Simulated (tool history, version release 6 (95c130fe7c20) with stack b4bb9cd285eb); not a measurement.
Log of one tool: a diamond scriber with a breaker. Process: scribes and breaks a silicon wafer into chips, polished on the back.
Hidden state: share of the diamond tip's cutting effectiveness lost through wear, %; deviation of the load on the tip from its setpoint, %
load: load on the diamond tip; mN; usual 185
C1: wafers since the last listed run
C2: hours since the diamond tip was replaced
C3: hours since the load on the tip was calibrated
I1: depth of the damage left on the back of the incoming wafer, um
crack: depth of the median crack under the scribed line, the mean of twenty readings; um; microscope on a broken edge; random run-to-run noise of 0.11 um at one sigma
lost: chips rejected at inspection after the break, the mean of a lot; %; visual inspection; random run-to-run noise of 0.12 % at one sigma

{"run": 1, "hour": 0.0, "load": 217, "C1": 0, "C2": 675.3, "C3": 1735.4, "I1": 0.03, "crack": 7.77, "lost": 2.77}
{"run": 2, "hour": 32.6, "load": 217, "C1": 114, "C2": 707.9, "C3": 1768.0, "I1": 0.01, "crack": 7.68, "lost": 2.81}
{"run": 3, "hour": 54.0, "load": 217, "C1": 75, "C2": 729.3, "C3": 1789.4, "I1": 0.02, "crack": 7.82, "lost": 2.83}
{"run": 4, "hour": 82.4, "load": 185, "C1": 100, "C2": 757.7, "C3": 1817.8, "I1": 0.01, "crack": 6.88, "lost": 7.59}
{"run": 5, "hour": 107.2, "load": 185, "C1": 87, "C2": 782.5, "C3": 1842.6, "I1": 0.02, "crack": 6.83, "lost": 8.51}
{"run": 6, "hour": 134.1, "load": 185, "C1": 94, "C2": 809.4, "C3": 1869.5, "I1": 0.04, "crack": 6.93, "lost": 8.69}
{"run": 7, "hour": 153.6, "load": 185, "C1": 68, "C2": 828.9, "C3": 1889.0, "I1": 0.05, "crack": 6.81, "lost": 9.42}
{"run": 8, "hour": 188.0, "load": 185, "C1": 121, "C2": 863.3, "C3": 1923.4, "I1": 0.04, "crack": 6.94, "lost": 7.73}
{"run": 9, "hour": 217.5, "load": 224, "C1": 104, "C2": 892.8, "C3": 1952.9, "I1": 0.03, "crack": 7.81, "lost": 2.56}
{"run": 10, "hour": 241.1, "load": 224, "C1": 83, "C2": 916.4, "C3": 1976.5, "I1": 0.01, "crack": 7.84, "lost": 2.75}
{"hour": 251.0, "done": "load on the tip recalibrated"}
{"hour": 257.0, "done": "diamond tip replaced by a new one"}
{"run": 11, "hour": 264.2, "load": 220, "C1": 67, "C2": 7.2, "C3": 13.2, "I1": 0.04, "crack": 9.29, "lost": 3.65}
{"run": 12, "hour": 298.1, "load": 217, "C1": 119, "C2": 41.1, "C3": 47.1, "I1": 0.02, "crack": 9.21, "lost": 2.58}
{"run": 13, "hour": 315.1, "load": 185, "C1": 59, "C2": 58.1, "C3": 64.1, "I1": 0.01, "crack": 8.1, "lost": 2.25}
{"run": 14, "hour": 330.5, "load": 202, "C1": 54, "C2": 73.5, "C3": 79.5, "I1": 0.02, "crack": 8.42, "lost": 1.87}
{"run": 15, "hour": 411.5, "load": 185, "C1": 285, "C2": 154.5, "C3": 160.5, "I1": 0.01, "crack": 7.64, "lost": 3.49}
{"run": 16, "hour": 435.3, "load": 202, "C1": 83, "C2": 178.3, "C3": 184.3, "I1": 0.04, "crack": 8.19, "lost": 2.36}
{"run": 17, "hour": 447.7, "load": 148, "C1": 43, "C2": 190.7, "C3": 196.7, "I1": 0.03, "crack": 6.5, "lost": 12.33}
{"run": 18, "hour": 466.8, "load": 137, "C1": 67, "C2": 209.8, "C3": 215.8, "I1": 0.04, "crack": 6.02, "lost": 18.03}
{"run": 19, "hour": 491.8, "load": 238, "C1": 88, "C2": 234.8, "C3": 240.8, "I1": 0.01, "crack": 8.88, "lost": 2.78}
{"run": 20, "hour": 519.5, "load": 237, "C1": 97, "C2": 262.5, "C3": 268.5, "I1": 0.03, "crack": 8.86, "lost": 2.42}

For each run, the measured value with the value that run would have given without the tool's hidden condition subtracted. The run-to-run variation is shared by both, the gauge scatter possibly not:
run=1 crack=-1.58 lost=-1.13
run=2 crack=-1.59 lost=-1.05
run=3 crack=-1.63 lost=-0.99
run=4 crack=-1.46 lost=+5.80
run=5 crack=-1.46 lost=+6.53
run=6 crack=-1.49 lost=+6.69
run=7 crack=-1.48 lost=+7.27
run=8 crack=-1.53 lost=+5.99
run=9 crack=-1.74 lost=-2.12
run=10 crack=-1.74 lost=-2.24
run=11 crack=-0.23 lost=-0.92
run=12 crack=-0.38 lost=-1.20
run=13 crack=-0.41 lost=+0.40
run=14 crack=-0.49 lost=-0.63
run=15 crack=-0.72 lost=+1.47
run=16 crack=-0.85 lost=-0.44
run=17 crack=-0.71 lost=+6.55
run=18 crack=-0.70 lost=+8.80
run=19 crack=-1.11 lost=-5.14
run=20 crack=-1.19 lost=-4.89
